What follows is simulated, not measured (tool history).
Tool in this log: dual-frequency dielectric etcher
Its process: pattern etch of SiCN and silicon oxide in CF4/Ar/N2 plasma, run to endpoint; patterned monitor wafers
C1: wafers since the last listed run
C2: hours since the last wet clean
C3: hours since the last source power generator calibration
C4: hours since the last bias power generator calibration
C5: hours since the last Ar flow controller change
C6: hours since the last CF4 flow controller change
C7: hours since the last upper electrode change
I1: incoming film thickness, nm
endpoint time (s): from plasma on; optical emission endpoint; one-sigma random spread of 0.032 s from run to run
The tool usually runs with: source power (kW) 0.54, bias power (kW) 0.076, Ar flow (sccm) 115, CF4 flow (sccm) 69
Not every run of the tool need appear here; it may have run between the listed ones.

run 1 hour=0 | source_power_(kW)=0.54 bias_power_(kW)=0.076 Ar_flow_(sccm)=115 CF4_flow_(sccm)=69 | C1=0 C2=20.6 C3=17.2 C4=3764.7 C5=1.1 C6=5292.6 C7=3241.5 | I1=11.03 | endpoint_time_(s)=10.7
run 2 hour=9.5 | source_power_(kW)=0.54 bias_power_(kW)=0.081 Ar_flow_(sccm)=115 CF4_flow_(sccm)=69 | C1=96 C2=30.1 C3=26.7 C4=3774.2 C5=10.6 C6=5302.1 C7=3251 | I1=11.03 | endpoint_time_(s)=10.4
run 3 hour=16.2 | source_power_(kW)=0.54 bias_power_(kW)=0.081 Ar_flow_(sccm)=115 CF4_flow_(sccm)=69 | C1=67 C2=36.8 C3=33.4 C4=3780.9 C5=17.3 C6=5308.8 C7=3257.7 | I1=11.08 | endpoint_time_(s)=10.4
-- hour=34 CF4 flow controller replaced
run 4 hour=34.5 | source_power_(kW)=0.54 bias_power_(kW)=0.076 Ar_flow_(sccm)=100 CF4_flow_(sccm)=69 | C1=124 C2=55.1 C3=51.7 C4=3799.2 C5=35.6 C6=0.5 C7=3276 | I1=11.01 | endpoint_time_(s)=10.5
run 5 hour=42.8 | source_power_(kW)=0.54 bias_power_(kW)=0.076 Ar_flow_(sccm)=100 CF4_flow_(sccm)=69 | C1=84 C2=63.4 C3=60 C4=3807.5 C5=43.9 C6=8.8 C7=3284.3 | I1=10.94 | endpoint_time_(s)=10.5
run 6 hour=53.5 | source_power_(kW)=0.54 bias_power_(kW)=0.076 Ar_flow_(sccm)=100 CF4_flow_(sccm)=69 | C1=108 C2=74.1 C3=70.7 C4=3818.2 C5=54.6 C6=19.5 C7=3295 | I1=11.05 | endpoint_time_(s)=10.5
run 7 hour=59.9 | source_power_(kW)=0.54 bias_power_(kW)=0.076 Ar_flow_(sccm)=137 CF4_flow_(sccm)=61 | C1=64 C2=80.5 C3=77.1 C4=3824.6 C5=61 C6=25.9 C7=3301.4 | I1=10.93 | endpoint_time_(s)=11.3
run 8 hour=76.6 | source_power_(kW)=0.54 bias_power_(kW)=0.076 Ar_flow_(sccm)=115 CF4_flow_(sccm)=69 | C1=169 C2=97.2 C3=93.8 C4=3841.3 C5=77.7 C6=42.6 C7=3318.1 | I1=10.95 | endpoint_time_(s)=10.7
run 9 hour=93.5 | source_power_(kW)=0.58 bias_power_(kW)=0.084 Ar_flow_(sccm)=97 CF4_flow_(sccm)=75 | C1=171 C2=114.1 C3=110.7 C4=3858.2 C5=94.6 C6=59.5 C7=3335 | I1=11.05 | endpoint_time_(s)=9.1
run 10 hour=100.7 | source_power_(kW)=0.59 bias_power_(kW)=0.076 Ar_flow_(sccm)=139 CF4_flow_(sccm)=80 | C1=72 C2=121.3 C3=117.9 C4=3865.4 C5=101.8 C6=66.7 C7=3342.2 | I1=10.96 | endpoint_time_(s)=9.7
run 11 hour=109.3 | source_power_(kW)=0.45 bias_power_(kW)=0.07 Ar_flow_(sccm)=115 CF4_flow_(sccm)=56 | C1=87 C2=129.9 C3=126.5 C4=3874 C5=110.4 C6=75.3 C7=3350.8 | I1=11.12 | endpoint_time_(s)=14.7
-- hour=126.1 bias power generator calibrated
run 12 hour=126.5 | source_power_(kW)=0.68 bias_power_(kW)=0.058 Ar_flow_(sccm)=93 CF4_flow_(sccm)=78 | C1=133 C2=147.1 C3=143.7 C4=0.4 C5=127.6 C6=92.5 C7=3368 | I1=10.93 | endpoint_time_(s)=8.9
run 13 hour=144 | source_power_(kW)=0.54 bias_power_(kW)=0.076 Ar_flow_(sccm)=115 CF4_flow_(sccm)=69 | C1=177 C2=164.6 C3=161.2 C4=17.9 C5=145.1 C6=110 C7=3385.5 | I1=10.92 | endpoint_time_(s)=10.7
-- hour=194.5 upper electrode replaced
run 14 hour=195 | source_power_(kW)=0.54 bias_power_(kW)=0.076 Ar_flow_(sccm)=115 CF4_flow_(sccm)=69 | C1=273 C2=215.6 C3=212.2 C4=68.9 C5=196.1 C6=161 C7=0.5 | I1=10.99 | endpoint_time_(s)=10.8
run 15 hour=195.3 | source_power_(kW)=0.54 bias_power_(kW)=0.076 Ar_flow_(sccm)=100 CF4_flow_(sccm)=69 | C1=3 C2=215.9 C3=212.5 C4=69.2 C5=196.4 C6=161.3 C7=0.8 | I1=10.95 | endpoint_time_(s)=10.5
run 16 hour=201.7 | source_power_(kW)=0.43 bias_power_(kW)=0.084 Ar_flow_(sccm)=91 CF4_flow_(sccm)=79 | C1=64 C2=222.3 C3=218.9 C4=75.6 C5=202.8 C6=167.7 C7=7.2 | I1=11.13 | endpoint_time_(s)=12.8
run 17 hour=212.3 | source_power_(kW)=0.54 bias_power_(kW)=0.076 Ar_flow_(sccm)=122 CF4_flow_(sccm)=52 | C1=107 C2=232.9 C3=229.5 C4=86.2 C5=213.4 C6=178.3 C7=17.8 | I1=11.13 | endpoint_time_(s)=11.9
run 18 hour=222.4 | source_power_(kW)=0.54 bias_power_(kW)=0.088 Ar_flow_(sccm)=124 CF4_flow_(sccm)=54 | C1=102 C2=243 C3=239.6 C4=96.3 C5=223.5 C6=188.4 C7=27.9 | I1=11.04 | endpoint_time_(s)=10.9
run 19 hour=229 | source_power_(kW)=0.42 bias_power_(kW)=0.076 Ar_flow_(sccm)=104 CF4_flow_(sccm)=69 | C1=66 C2=249.6 C3=246.2 C4=102.9 C5=230.1 C6=195 C7=34.5 | I1=10.96 | endpoint_time_(s)=14.2
run 20 hour=244.5 | source_power_(kW)=0.62 bias_power_(kW)=0.076 Ar_flow_(sccm)=128 CF4_flow_(sccm)=69 | C1=156 C2=265.1 C3=261.7 C4=118.4 C5=245.6 C6=210.5 C7=50 | I1=11.03 | endpoint_time_(s)=9.5
run 21 hour=260.9 | source_power_(kW)=0.54 bias_power_(kW)=0.076 Ar_flow_(sccm)=115 CF4_flow_(sccm)=69 | C1=166 C2=281.5 C3=278.1 C4=134.8 C5=262 C6=226.9 C7=66.4 | I1=10.94 | endpoint_time_(s)=10.8
run 22 hour=276 | source_power_(kW)=0.54 bias_power_(kW)=0.076 Ar_flow_(sccm)=115 CF4_flow_(sccm)=69 | C1=152 C2=296.6 C3=293.2 C4=149.9 C5=277.1 C6=242 C7=81.5 | I1=10.98 | endpoint_time_(s)=10.8
run 23 hour=283.5 | source_power_(kW)=0.43 bias_power_(kW)=0.076 Ar_flow_(sccm)=140 CF4_flow_(sccm)=81 | C1=75 C2=304.1 C3=300.7 C4=157.4 C5=284.6 C6=249.5 C7=89 | I1=11.16 | endpoint_time_(s)=14.4
run 24 hour=293.3 | source_power_(kW)=0.43 bias_power_(kW)=0.076 Ar_flow_(sccm)=140 CF4_flow_(sccm)=81 | C1=99 C2=313.9 C3=310.5 C4=167.2 C5=294.4 C6=259.3 C7=98.8 | I1=10.94 | endpoint_time_(s)=14
run 25 hour=302.1 | source_power_(kW)=0.41 bias_power_(kW)=0.082 Ar_flow_(sccm)=115 CF4_flow_(sccm)=69 | C1=89 C2=322.7 C3=319.3 C4=176 C5=303.2 C6=268.1 C7=107.6 | I1=10.88 | endpoint_time_(s)=14.3

Give the tool's hidden conditions for every run:
bias power that arrives over what is set, %: 0 across all the runs
Ar flow that arrives over what is set, %: 0 across all the runs
CF4 flow that arrives over what is set, %: 0 across all the runs
H1: etch rate over this chamber's usual, %
H2: source power that arrives over what is set, %
run=1 H1=-0.0793 H2=-0.223
run=2 H1=-0.132 H2=-0.224
run=3 H1=-0.17 H2=-0.224
run=4 H1=-0.272 H2=-0.225
run=5 H1=-0.319 H2=-0.226
run=6 H1=-0.378 H2=-0.227
run=7 H1=-0.414 H2=-0.228
run=8 H1=-0.507 H2=-0.23
run=9 H1=-0.602 H2=-0.233
run=10 H1=-0.642 H2=-0.234
run=11 H1=-0.69 H2=-0.236
run=12 H1=-0.786 H2=-0.239
run=13 H1=-0.884 H2=-0.243
run=14 H1=-1.17 H2=-0.258
run=15 H1=-1.17 H2=-0.258
run=16 H1=-1.21 H2=-0.261
run=17 H1=-1.27 H2=-0.264
run=18 H1=-1.32 H2=-0.268
run=19 H1=-1.36 H2=-0.271
run=20 H1=-1.45 H2=-0.277
run=21 H1=-1.54 H2=-0.284
run=22 H1=-1.62 H2=-0.291
run=23 H1=-1.66 H2=-0.294
run=24 H1=-1.72 H2=-0.299
run=25 H1=-1.77 H2=-0.303
